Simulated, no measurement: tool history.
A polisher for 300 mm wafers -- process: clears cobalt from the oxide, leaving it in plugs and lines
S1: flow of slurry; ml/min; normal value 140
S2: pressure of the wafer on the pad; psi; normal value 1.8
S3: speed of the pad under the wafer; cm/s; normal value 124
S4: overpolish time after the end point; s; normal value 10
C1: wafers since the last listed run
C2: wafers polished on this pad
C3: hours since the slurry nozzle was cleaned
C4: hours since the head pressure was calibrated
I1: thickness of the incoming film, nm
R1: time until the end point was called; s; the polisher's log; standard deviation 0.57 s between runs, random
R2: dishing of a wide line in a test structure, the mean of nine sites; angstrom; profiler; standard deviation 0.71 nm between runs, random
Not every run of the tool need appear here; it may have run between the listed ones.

Run 1, hour 0.0: usual settings; C1 0; C2 112; C3 255.0; C4 380.3; I1 325.8. Result: R1 65.7 s, R2 341 angstrom.
Run 2, hour 15.2: usual settings but S2 2.2 psi; C1 79; C2 191; C3 270.2; C4 395.5; I1 324.5. Result: R1 55.3 s, R2 361 angstrom.
Run 3, hour 37.4: usual settings but S2 2.2 psi; C1 115; C2 307; C3 292.4; C4 417.7; I1 334.6. Result: R1 58.1 s, R2 361 angstrom.
Run 4, hour 68.2: usual settings but S2 2.2 psi; C1 160; C2 468; C3 323.2; C4 448.5; I1 331.7. Result: R1 57.2 s, R2 354 angstrom.
Run 5, hour 96.3: usual settings but S3 102 cm/s, S4 8 s; C1 146; C2 614; C3 351.3; C4 476.6; I1 330.1. Result: R1 81.2 s, R2 250 angstrom.
Run 6, hour 116.2: usual settings but S3 138 cm/s, S4 14 s; C1 103; C2 718; C3 371.2; C4 496.5; I1 329.4. Result: R1 61.3 s, R2 414 angstrom.
Run 7, hour 136.1: usual settings but S3 138 cm/s, S4 14 s; C1 103; C2 821; C3 391.1; C4 516.4; I1 325.6. Result: R1 59.6 s, R2 419 angstrom.
Run 8, hour 167.4: usual settings but S3 138 cm/s, S4 14 s; C1 163; C2 984; C3 422.4; C4 547.7; I1 326.6. Result: R1 59.8 s, R2 423 angstrom.
Run 9, hour 198.4: usual settings; C1 161; C2 1146; C3 453.4; C4 578.7; I1 331.9. Result: R1 69.4 s, R2 318 angstrom.
Run 10, hour 228.1: usual settings; C1 154; C2 1301; C3 483.1; C4 608.4; I1 329.8. Result: R1 67.7 s, R2 320 angstrom.
At hour 257.1: worn pad replaced by a new one.
Run 11, hour 264.1: usual settings; C1 166; C2 36; C3 519.1; C4 644.4; I1 330.9. Result: R1 68.7 s, R2 321 angstrom.
At hour 271.1: slurry nozzle cleaned.
Run 12, hour 288.9: usual settings but S3 140 cm/s; C1 123; C2 160; C3 17.8; C4 669.2; I1 335.2. Result: R1 61.1 s, R2 353 angstrom.
Run 13, hour 322.8: usual settings but S1 190 ml/min, S3 148 cm/s; C1 176; C2 337; C3 51.7; C4 703.1; I1 329.8. Result: R1 55.0 s, R2 364 angstrom.
At hour 345.9: head pressure recalibrated.
Run 14, hour 352.5: usual settings; C1 144; C2 481; C3 81.4; C4 6.6; I1 325.4. Result: R1 62.1 s, R2 341 angstrom.
Run 15, hour 386.8: usual settings but S3 90 cm/s, S4 14 s; C1 178; C2 660; C3 115.7; C4 40.9; I1 333.0. Result: R1 89.5 s, R2 356 angstrom.
Run 16, hour 406.4: usual settings but S3 94 cm/s, S4 15 s; C1 102; C2 762; C3 135.3; C4 60.5; I1 333.1. Result: R1 83.6 s, R2 368 angstrom.
Run 17, hour 442.2: usual settings but S1 110 ml/min, S2 1.3 psi, S3 166 cm/s; C1 186; C2 948; C3 171.1; C4 96.3; I1 327.5. Result: R1 63.9 s, R2 331 angstrom.
At hour 473.7: worn pad replaced by a new one.
Run 18, hour 515.0: usual settings but S1 115 ml/min, S2 2.1 psi, S3 166 cm/s; C1 358; C2 215; C3 243.9; C4 169.1; I1 323.2. Result: R1 43.4 s, R2 407 angstrom.

The tool's hidden state at each run:
removal rate lost through wear of the pad, %: 0 at every run
slurry flow missing at the pad, %: 0 at every run
H1: deviation of the head's pressure from its setpoint, %
run     H1
  1  -9.27
  2  -9.45
  3  -9.68
  4  -9.98
  5  -10.2
  6  -10.4
  7  -10.5
  8  -10.7
  9  -10.9
 10  -11.1
 11  -11.3
 12  -11.4
 13  -11.5
 14  -1.71
 15  -3.12
 16  -3.85
 17  -5.07
 18  -7.11

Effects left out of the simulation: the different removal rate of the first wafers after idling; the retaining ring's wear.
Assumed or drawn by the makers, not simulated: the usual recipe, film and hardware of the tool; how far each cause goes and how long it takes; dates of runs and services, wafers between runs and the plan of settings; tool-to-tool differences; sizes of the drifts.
